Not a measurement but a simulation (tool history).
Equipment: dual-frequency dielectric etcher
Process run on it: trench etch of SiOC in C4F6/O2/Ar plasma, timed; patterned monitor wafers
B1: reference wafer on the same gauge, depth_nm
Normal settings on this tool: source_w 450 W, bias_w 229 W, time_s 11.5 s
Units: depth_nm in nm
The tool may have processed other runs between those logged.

{"run": 1, "day": 0.0, "source_w": 450, "bias_w": 229, "time_s": 11.5, "B1": 26.83, "depth_nm": 27.26}
{"run": 2, "day": 1.371, "source_w": 450, "bias_w": 229, "time_s": 11.5, "B1": 26.85, "depth_nm": 27.31}
{"run": 3, "day": 2.85, "source_w": 450, "bias_w": 229, "time_s": 11.5, "B1": 26.82, "depth_nm": 27.62}
{"run": 4, "day": 4.354, "source_w": 450, "bias_w": 229, "time_s": 11.5, "B1": 26.86, "depth_nm": 26.97}
{"run": 5, "day": 5.146, "source_w": 450, "bias_w": 229, "time_s": 11.5, "B1": 26.86, "depth_nm": 26.96}
{"run": 6, "day": 6.142, "source_w": 450, "bias_w": 229, "time_s": 11.5, "B1": 26.78, "depth_nm": 27.01}
{"run": 7, "day": 7.329, "source_w": 450, "bias_w": 229, "time_s": 11.5, "B1": 26.77, "depth_nm": 26.72}
{"run": 8, "day": 8.45, "source_w": 450, "bias_w": 229, "time_s": 11.5, "B1": 26.82, "depth_nm": 26.64}
{"run": 9, "day": 9.242, "source_w": 450, "bias_w": 229, "time_s": 11.5, "B1": 26.82, "depth_nm": 26.83}
{"day": 10.379, "done": "upper electrode replaced"}
{"run": 10, "day": 10.4, "source_w": 450, "bias_w": 229, "time_s": 11.5, "B1": 26.78, "depth_nm": 26.47}
{"run": 11, "day": 10.612, "source_w": 450, "bias_w": 229, "time_s": 11.5, "B1": 26.86, "depth_nm": 26.83}
{"day": 11.446, "done": "source power generator calibrated"}
{"day": 12.546, "done": "gauge calibrated"}
{"day": 12.738, "done": "wet clean of the chamber"}
{"run": 12, "day": 12.758, "source_w": 450, "bias_w": 229, "time_s": 11.5, "B1": 26.73, "depth_nm": 28.33}
{"run": 13, "day": 13.046, "source_w": 450, "bias_w": 229, "time_s": 11.5, "B1": 26.76, "depth_nm": 28.12}
{"run": 14, "day": 14.042, "source_w": 450, "bias_w": 229, "time_s": 11.5, "B1": 26.8, "depth_nm": 28.27}
{"run": 15, "day": 15.525, "source_w": 450, "bias_w": 229, "time_s": 11.5, "B1": 26.7, "depth_nm": 27.65}
{"run": 16, "day": 16.983, "source_w": 450, "bias_w": 229, "time_s": 11.5, "B1": 26.91, "depth_nm": 27.76}
{"day": 18.417, "done": "bias power generator calibrated"}
{"run": 17, "day": 20.462, "source_w": 450, "bias_w": 229, "time_s": 11.5, "B1": 26.85, "depth_nm": 27.69}
{"run": 18, "day": 21.104, "source_w": 370, "bias_w": 277, "time_s": 12.5, "B1": 26.84, "depth_nm": 30.22}
{"run": 19, "day": 22.529, "source_w": 500, "bias_w": 174, "time_s": 12.5, "B1": 26.79, "depth_nm": 28.54}
{"run": 20, "day": 23.767, "source_w": 450, "bias_w": 229, "time_s": 11.5, "B1": 26.87, "depth_nm": 27.59}
{"run": 21, "day": 25.133, "source_w": 450, "bias_w": 229, "time_s": 11.5, "B1": 26.72, "depth_nm": 27.16}
{"run": 22, "day": 26.354, "source_w": 350, "bias_w": 275, "time_s": 13.5, "B1": 26.82, "depth_nm": 31.17}
{"run": 23, "day": 26.867, "source_w": 480, "bias_w": 229, "time_s": 11.5, "B1": 26.82, "depth_nm": 27.85}
{"run": 24, "day": 27.508, "source_w": 380, "bias_w": 273, "time_s": 11.5, "B1": 26.75, "depth_nm": 27.17}
{"run": 25, "day": 29.004, "source_w": 350, "bias_w": 255, "time_s": 14.0, "B1": 26.85, "depth_nm": 31.71}
{"run": 26, "day": 29.538, "source_w": 510, "bias_w": 269, "time_s": 11.5, "B1": 26.84, "depth_nm": 29.26}
{"run": 27, "day": 30.862, "source_w": 450, "bias_w": 229, "time_s": 11.5, "B1": 26.82, "depth_nm": 26.58}
{"run": 28, "day": 31.996, "source_w": 360, "bias_w": 176, "time_s": 11.5, "B1": 26.73, "depth_nm": 23.57}
{"run": 29, "day": 32.542, "source_w": 380, "bias_w": 229, "time_s": 11.5, "B1": 26.8, "depth_nm": 25.53}
{"run": 30, "day": 33.262, "source_w": 410, "bias_w": 229, "time_s": 11.5, "B1": 26.75, "depth_nm": 26.26}
{"run": 31, "day": 34.342, "source_w": 390, "bias_w": 277, "time_s": 11.5, "B1": 26.81, "depth_nm": 27.21}

Forecast each of these 3 alternatives for the next run:
{"run": "A", "day": 34.358, "source_w": 450, "bias_w": 229, "time_s": 11.5, "B1": "?", "depth_nm": "?"}
{"run": "B", "day": 34.358, "source_w": 450, "bias_w": 191, "time_s": 11.5, "B1": "?", "depth_nm": "?"}
{"run": "C", "day": 34.358, "source_w": 540, "bias_w": 283, "time_s": 11.5, "B1": "?", "depth_nm": "?"}

run=A B1=26.76 depth_nm=26.90
run=B B1=26.76 depth_nm=25.63
run=C B1=26.76 depth_nm=30.13
Stripped of hidden state, with their random variation kept, the same runs would have yielded:
run=A depth_nm=28.22
run=B depth_nm=26.89
run=C depth_nm=31.61

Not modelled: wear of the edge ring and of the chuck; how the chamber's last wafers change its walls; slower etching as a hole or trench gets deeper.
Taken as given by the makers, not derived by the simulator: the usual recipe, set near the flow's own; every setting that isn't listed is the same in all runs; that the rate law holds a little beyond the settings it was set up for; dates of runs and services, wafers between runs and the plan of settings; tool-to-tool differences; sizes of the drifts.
